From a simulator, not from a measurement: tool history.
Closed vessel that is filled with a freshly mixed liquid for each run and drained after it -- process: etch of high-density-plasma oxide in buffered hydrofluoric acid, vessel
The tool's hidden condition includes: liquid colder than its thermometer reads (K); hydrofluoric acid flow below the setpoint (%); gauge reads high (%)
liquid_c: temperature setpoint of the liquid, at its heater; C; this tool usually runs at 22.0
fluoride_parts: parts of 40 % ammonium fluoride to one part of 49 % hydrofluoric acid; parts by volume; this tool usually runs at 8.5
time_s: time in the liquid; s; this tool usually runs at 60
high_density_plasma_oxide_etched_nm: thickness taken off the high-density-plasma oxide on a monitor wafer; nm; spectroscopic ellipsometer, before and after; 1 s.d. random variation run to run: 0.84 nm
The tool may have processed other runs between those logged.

| run | hour | liquid_c | fluoride_parts | time_s | wafers since the last listed run | hours since the thermometer was replaced | hours since the hydrofluoric acid flow meter was replaced | hours since the gauge calibration | read-back film thickness of the high-density-plasma oxide reference wafer, read on the same gauge (nm) | high_density_plasma_oxide_etched_nm |
|---|---|---|---|---|---|---|---|---|---|---|
| 1 | 0.0 | 22.0 | 8.5 | 70 | 0 | 2404.0 | 473.7 | 2529.6 | 79.99 | 106.54 |
| 2 | 91.0 | 22.0 | 8.5 | 70 | 9952 | 2495.0 | 564.7 | 2620.6 | 79.99 | 106.34 |
| 3 | 161.0 | 22.0 | 8.5 | 60 | 7656 | 2565.0 | 634.7 | 2690.6 | 79.99 | 90.24 |
|  | 183.6 | thermometer replaced |
| 4 | 229.4 | 22.0 | 8.5 | 60 | 7371 | 45.8 | 703.1 | 2759.0 | 79.99 | 87.90 |
|  | 238.1 | hydrofluoric acid flow meter replaced |
| 5 | 272.0 | 22.0 | 8.5 | 60 | 4549 | 88.4 | 33.9 | 2801.6 | 80.00 | 97.01 |
| 6 | 344.7 | 22.0 | 8.5 | 60 | 7951 | 161.1 | 106.6 | 2874.3 | 80.00 | 94.43 |
| 7 | 417.8 | 22.0 | 6.5 | 60 | 7995 | 234.2 | 179.7 | 2947.4 | 79.99 | 126.32 |
| 8 | 507.9 | 22.0 | 6.5 | 60 | 9854 | 324.3 | 269.8 | 3037.5 | 80.00 | 126.16 |
|  | 548.1 | gauge calibrated |
| 9 | 559.3 | 22.0 | 8.5 | 45 | 5621 | 375.7 | 321.2 | 11.2 | 80.00 | 68.70 |
| 10 | 613.0 | 22.0 | 8.5 | 45 | 5873 | 429.4 | 374.9 | 64.9 | 79.99 | 69.29 |
| 11 | 661.1 | 24.0 | 10.0 | 30 | 5260 | 477.5 | 423.0 | 113.0 | 79.99 | 45.92 |
| 12 | 759.9 | 25.5 | 7.0 | 60 | 10805 | 576.3 | 521.8 | 211.8 | 80.00 | 136.55 |
| 13 | 796.0 | 22.0 | 8.5 | 90 | 3948 | 612.4 | 557.9 | 247.9 | 79.99 | 135.22 |
| 14 | 850.0 | 25.0 | 10.5 | 60 | 5906 | 666.4 | 611.9 | 301.9 | 80.00 | 89.96 |
| 15 | 931.5 | 22.0 | 8.5 | 60 | 8913 | 747.9 | 693.4 | 383.4 | 80.00 | 90.15 |
| 16 | 986.1 | 22.0 | 8.5 | 60 | 5971 | 802.5 | 748.0 | 438.0 | 80.01 | 88.51 |
|  | 998.5 | hydrofluoric acid flow meter replaced |
| 17 | 1033.9 | 22.0 | 5.5 | 60 | 5118 | 850.3 | 35.4 | 485.8 | 80.00 | 144.53 |
| 18 | 1077.9 | 24.0 | 8.5 | 60 | 4812 | 894.3 | 79.4 | 529.8 | 80.00 | 107.14 |
| 19 | 1127.5 | 20.0 | 9.5 | 35 | 5424 | 943.9 | 129.0 | 579.4 | 80.00 | 45.53 |
| 20 | 1205.6 | 17.5 | 8.5 | 60 | 8541 | 1022.0 | 207.1 | 657.5 | 80.00 | 72.99 |
| 21 | 1338.0 | 24.5 | 7.0 | 35 | 14480 | 1154.4 | 339.5 | 789.9 | 80.02 | 77.30 |
| 22 | 1395.3 | 18.0 | 8.5 | 30 | 6267 | 1211.7 | 396.8 | 847.2 | 80.01 | 36.86 |
| 23 | 1487.2 | 26.0 | 6.5 | 85 | 10051 | 1303.6 | 488.7 | 939.1 | 80.00 | 212.73 |
| 24 | 1553.1 | 26.5 | 8.5 | 30 | 7207 | 1369.5 | 554.6 | 1005.0 | 80.02 | 56.79 |
| 25 | 1619.6 | 20.5 | 8.5 | 60 | 7273 | 1436.0 | 621.1 | 1071.5 | 79.99 | 82.73 |
|  | 1628.0 | hydrofluoric acid flow meter replaced |
| 26 | 1702.8 | 22.0 | 8.5 | 60 | 8990 | 1519.2 | 74.8 | 1154.7 | 80.00 | 96.71 |
| 27 | 1774.2 | 19.0 | 10.0 | 95 | 7809 | 1590.6 | 146.2 | 1226.1 | 79.99 | 112.18 |
| 28 | 1849.4 | 22.0 | 8.5 | 60 | 8224 | 1665.8 | 221.4 | 1301.3 | 80.01 | 93.92 |
| 29 | 1923.2 | 22.0 | 11.5 | 60 | 8071 | 1739.6 | 295.2 | 1375.1 | 80.00 | 72.53 |
| 30 | 1978.2 | 24.0 | 10.5 | 90 | 6015 | 1794.6 | 350.2 | 1430.1 | 80.01 | 129.50 |
| 31 | 2080.8 | 17.5 | 8.5 | 30 | 11221 | 1897.2 | 452.8 | 1532.7 | 80.00 | 36.19 |

What if the next run were any one of these 4? Each begins from the tool's condition after run 31:
| A | 2081.5 | 22.0 | 8.5 | 60 | 76 | 1897.9 | 453.5 | 1533.4 | ? | ? |
| B | 2081.5 | 22.0 | 5.0 | 60 | 76 | 1897.9 | 453.5 | 1533.4 | ? | ? |
| C | 2081.5 | 18.5 | 8.5 | 90 | 76 | 1897.9 | 453.5 | 1533.4 | ? | ? |
| D | 2081.5 | 25.5 | 7.5 | 60 | 76 | 1897.9 | 453.5 | 1533.4 | ? | ? |

| run | read-back film thickness of the high-density-plasma oxide reference wafer, read on the same gauge (nm) | high_density_plasma_oxide_etched_nm |
|---|---|---|
| A | 80.02 | 92.51 |
| B | 80.02 | 154.11 |
| C | 80.02 | 114.11 |
| D | 80.02 | 128.25 |
Take away the tool's hidden state, keep each run's random variation, and the runs would have read:
| run | high_density_plasma_oxide_etched_nm |
|---|---|
| A | 97.87 |
| B | 161.04 |
| C | 120.74 |
| D | 135.66 |

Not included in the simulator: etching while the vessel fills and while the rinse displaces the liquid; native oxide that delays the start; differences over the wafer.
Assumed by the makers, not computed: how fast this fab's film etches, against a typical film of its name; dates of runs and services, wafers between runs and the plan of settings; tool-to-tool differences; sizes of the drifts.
